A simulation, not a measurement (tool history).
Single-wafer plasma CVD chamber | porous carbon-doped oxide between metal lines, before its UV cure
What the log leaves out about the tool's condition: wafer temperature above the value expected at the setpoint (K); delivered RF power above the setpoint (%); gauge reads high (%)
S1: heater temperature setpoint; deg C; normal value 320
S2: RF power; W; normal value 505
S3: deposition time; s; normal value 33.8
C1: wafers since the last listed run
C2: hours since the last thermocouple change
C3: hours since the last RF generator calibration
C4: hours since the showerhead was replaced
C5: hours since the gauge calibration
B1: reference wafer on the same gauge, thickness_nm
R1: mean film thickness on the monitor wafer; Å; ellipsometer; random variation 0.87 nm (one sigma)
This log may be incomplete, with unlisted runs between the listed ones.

Run 1, day 0: usual settings but S1 325 deg C; C1 0; C2 1511.7; C3 286.1; C4 7707.5; C5 617.5; B1 149.147. Result: R1 1498.41 Å.
Run 2, day 1.854: usual settings but S1 325 deg C; C1 965; C2 1556.2; C3 330.6; C4 7752; C5 662; B1 148.835. Result: R1 1493.39 Å.
Run 3, day 6.071: usual settings but S3 31.8 s; C1 2195; C2 1657.4; C3 431.8; C4 7853.2; C5 763.2; B1 149.144. Result: R1 1437.15 Å.
Run 4, day 9.625: usual settings but S3 31.8 s; C1 1850; C2 1742.7; C3 517.1; C4 7938.5; C5 848.5; B1 149.162. Result: R1 1433.41 Å.
At day 18.717: thermocouple changed; heater temperature recalibrated.
At day 19.942: gauge calibrated.
At day 20.062: RF generator calibrated.
Run 5, day 21.208: usual settings; C1 5685; C2 59.8; C3 27.5; C4 8216.5; C5 30.4; B1 149.249. Result: R1 1547.57 Å.
Run 6, day 25.375: usual settings; C1 2169; C2 159.8; C3 127.5; C4 8316.5; C5 130.4; B1 148.769. Result: R1 1543.18 Å.
Run 7, day 29.396: usual settings; C1 2093; C2 256.3; C3 224; C4 8413; C5 226.9; B1 149.038. Result: R1 1534.32 Å.
At day 32.467: showerhead replaced, of another model than before.
Run 8, day 32.929: usual settings but S2 550 W, S3 31.6 s; C1 1666; C2 341.1; C3 308.8; C4 11.1; C5 311.7; B1 149.225. Result: R1 1500.77 Å.
Run 9, day 37.375: usual settings but S1 328 deg C, S2 570 W, S3 40.5 s; C1 2315; C2 447.8; C3 415.5; C4 117.8; C5 418.4; B1 149.008. Result: R1 1878.16 Å.
Run 10, day 39.962: usual settings; C1 1347; C2 509.9; C3 477.6; C4 179.9; C5 480.5; B1 148.923. Result: R1 1518.78 Å.
Run 11, day 43.475: usual settings but S2 460 W; C1 1829; C2 594.2; C3 561.9; C4 264.2; C5 564.8; B1 148.821. Result: R1 1456.4 Å.
Run 12, day 47.842: usual settings but S1 305 deg C, S2 475 W, S3 38.5 s; C1 2274; C2 699; C3 666.7; C4 369; C5 669.6; B1 149.088. Result: R1 1793.82 Å.
Run 13, day 51.967: usual settings; C1 2148; C2 798; C3 765.7; C4 468; C5 768.6; B1 148.985. Result: R1 1516.44 Å.
At day 52.912: RF generator calibrated.
Run 14, day 54.829: usual settings but S1 332 deg C, S2 570 W, S3 28.4 s; C1 1317; C2 866.7; C3 46; C4 536.7; C5 837.3; B1 148.864. Result: R1 1297.94 Å.

Consider 5 possible next runs. They are alternatives, not a sequence: every one starts from the tool as it was left by run 14. What does each give?
Run A, day 54.846: usual settings but S3 30.8 s; C1 8; C2 867.1; C3 46.4; C4 537.1; C5 837.7; B1 ?. Result: R1 ?.
Run B, day 54.846: usual settings but S1 333 deg C, S2 590 W, S3 30.4 s; C1 8; C2 867.1; C3 46.4; C4 537.1; C5 837.7; B1 ?. Result: R1 ?.
Run C, day 54.846: usual settings but S1 307 deg C, S2 440 W, S3 38.8 s; C1 8; C2 867.1; C3 46.4; C4 537.1; C5 837.7; B1 ?. Result: R1 ?.
Run D, day 54.846: usual settings but S1 331 deg C, S2 575 W, S3 39.9 s; C1 8; C2 867.1; C3 46.4; C4 537.1; C5 837.7; B1 ?. Result: R1 ?.
Run E, day 54.846: usual settings but S1 305 deg C; C1 8; C2 867.1; C3 46.4; C4 537.1; C5 837.7; B1 ?. Result: R1 ?.

run       B1       R1
  A  148.966  1387.62
  B  148.966  1401.49
  C  148.966  1723.12
  D  148.966  1817.17
  E  148.966  1624.79
With no hidden state in the tool, these same runs would have given:
run       R1
  A  1416.64
  B  1428.18
  C  1761.92
  D  1852.14
  E  1662.03
